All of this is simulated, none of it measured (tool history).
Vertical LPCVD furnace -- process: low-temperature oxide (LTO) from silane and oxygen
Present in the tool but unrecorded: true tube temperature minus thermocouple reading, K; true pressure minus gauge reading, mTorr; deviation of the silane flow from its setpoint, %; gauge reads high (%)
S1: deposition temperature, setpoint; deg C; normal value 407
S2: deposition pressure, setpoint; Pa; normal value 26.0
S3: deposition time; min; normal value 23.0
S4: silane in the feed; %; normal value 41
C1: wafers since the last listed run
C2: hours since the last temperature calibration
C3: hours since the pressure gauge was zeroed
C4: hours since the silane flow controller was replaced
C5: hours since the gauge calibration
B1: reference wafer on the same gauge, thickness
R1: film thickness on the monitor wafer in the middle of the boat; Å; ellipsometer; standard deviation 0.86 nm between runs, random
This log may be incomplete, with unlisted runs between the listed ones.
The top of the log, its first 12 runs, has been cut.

At hour 1062.0: silane flow controller replaced.
Run 13, hour 1070.3: usual settings but S2 24.0 Pa; C1 452; C2 153.9; C3 280.8; C4 8.3; C5 2788.6; B1 211.97. Result: R1 1793.4 Å.
Run 14, hour 1169.8: usual settings but S1 400 deg C, S3 14.0 min; C1 1461; C2 253.4; C3 380.3; C4 107.8; C5 2888.1; B1 212.22. Result: R1 1091.7 Å.
Run 15, hour 1261.8: usual settings but S3 14.5 min, S4 36 %; C1 1350; C2 345.4; C3 472.3; C4 199.8; C5 2980.1; B1 211.76. Result: R1 1038.8 Å.
Run 16, hour 1339.6: usual settings; C1 1142; C2 423.2; C3 550.1; C4 277.6; C5 3057.9; B1 211.78. Result: R1 1922.6 Å.
Run 17, hour 1447.1: usual settings but S2 29.3 Pa, S3 20.5 min; C1 1578; C2 530.7; C3 657.6; C4 385.1; C5 3165.4; B1 211.86. Result: R1 1942.3 Å.
At hour 1450.4: gauge calibrated.
Run 18, hour 1534.7: usual settings but S3 26.5 min; C1 1286; C2 618.3; C3 745.2; C4 472.7; C5 84.3; B1 212.03. Result: R1 2232.6 Å.
Run 19, hour 1614.7: usual settings but S1 401 deg C, S2 20.0 Pa, S3 20.5 min, S4 37 %; C1 1174; C2 698.3; C3 825.2; C4 552.7; C5 164.3; B1 212.00. Result: R1 1102.8 Å.
Run 20, hour 1656.2: usual settings but S1 411 deg C, S3 20.5 min; C1 609; C2 739.8; C3 866.7; C4 594.2; C5 205.8; B1 211.94. Result: R1 1802.6 Å.
Run 21, hour 1711.9: usual settings but S1 410 deg C, S2 20.0 Pa, S3 20.5 min, S4 38 %; C1 817; C2 795.5; C3 922.4; C4 649.9; C5 261.5; B1 212.27. Result: R1 1247.2 Å.
Run 22, hour 1778.9: usual settings; C1 983; C2 862.5; C3 989.4; C4 716.9; C5 328.5; B1 212.04. Result: R1 1944.7 Å.
Run 23, hour 1829.9: usual settings but S1 403 deg C, S2 20.0 Pa, S3 31.5 min, S4 36 %; C1 748; C2 913.5; C3 1040.4; C4 767.9; C5 379.5; B1 212.10. Result: R1 1655.6 Å.
Run 24, hour 1892.2: usual settings but S1 412 deg C, S2 30.0 Pa, S3 28.5 min, S4 45 %; C1 914; C2 975.8; C3 1102.7; C4 830.2; C5 441.8; B1 211.98. Result: R1 3226.7 Å.
Run 25, hour 1991.2: usual settings; C1 1453; C2 1074.8; C3 1201.7; C4 929.2; C5 540.8; B1 212.05. Result: R1 1938.5 Å.
Run 26, hour 2063.6: usual settings but S1 402 deg C, S2 22.0 Pa; C1 1063; C2 1147.2; C3 1274.1; C4 1001.6; C5 613.2; B1 211.96. Result: R1 1552.3 Å.
Run 27, hour 2111.5: usual settings but S1 413 deg C, S2 28.0 Pa, S4 47 %; C1 703; C2 1195.1; C3 1322.0; C4 1049.5; C5 661.1; B1 211.79. Result: R1 2549.3 Å.
Run 28, hour 2175.2: usual settings but S1 418 deg C; C1 935; C2 1258.8; C3 1385.7; C4 1113.2; C5 724.8; B1 211.89. Result: R1 2195.4 Å.
Run 29, hour 2226.5: usual settings; C1 753; C2 1310.1; C3 1437.0; C4 1164.5; C5 776.1; B1 211.78. Result: R1 1919.5 Å.
Run 30, hour 2330.6: usual settings but S2 22.0 Pa, S3 30.0 min; C1 1528; C2 1414.2; C3 1541.1; C4 1268.6; C5 880.2; B1 212.16. Result: R1 2148.1 Å.

Alternative continuations, all from the tool just after run 30; predict every row:
Run A, hour 2335.7: usual settings; C1 74; C2 1419.3; C3 1546.2; C4 1273.7; C5 885.3; B1 ?. Result: R1 ?.
Run B, hour 2335.7: usual settings but S1 419 deg C, S4 47 %; C1 74; C2 1419.3; C3 1546.2; C4 1273.7; C5 885.3; B1 ?. Result: R1 ?.
Run C, hour 2335.7: usual settings but S1 418 deg C, S2 21.3 Pa, S3 15.5 min, S4 33 %; C1 74; C2 1419.3; C3 1546.2; C4 1273.7; C5 885.3; B1 ?. Result: R1 ?.
Run D, hour 2335.7: usual settings but S2 20.0 Pa; C1 74; C2 1419.3; C3 1546.2; C4 1273.7; C5 885.3; B1 ?. Result: R1 ?.
Run E, hour 2335.7: usual settings but S1 401 deg C, S2 21.3 Pa, S3 30.5 min, S4 43 %; C1 74; C2 1419.3; C3 1546.2; C4 1273.7; C5 885.3; B1 ?. Result: R1 ?.

run      B1      R1
  A  212.00  1948.3
  B  212.00  2525.5
  C  212.00   926.1
  D  212.00  1498.7
  E  212.00  2096.5
Had the tool no hidden state, the same runs would have come out as:
run      R1
  A  1936.4
  B  2511.4
  C   920.3
  D  1489.5
  E  2083.5

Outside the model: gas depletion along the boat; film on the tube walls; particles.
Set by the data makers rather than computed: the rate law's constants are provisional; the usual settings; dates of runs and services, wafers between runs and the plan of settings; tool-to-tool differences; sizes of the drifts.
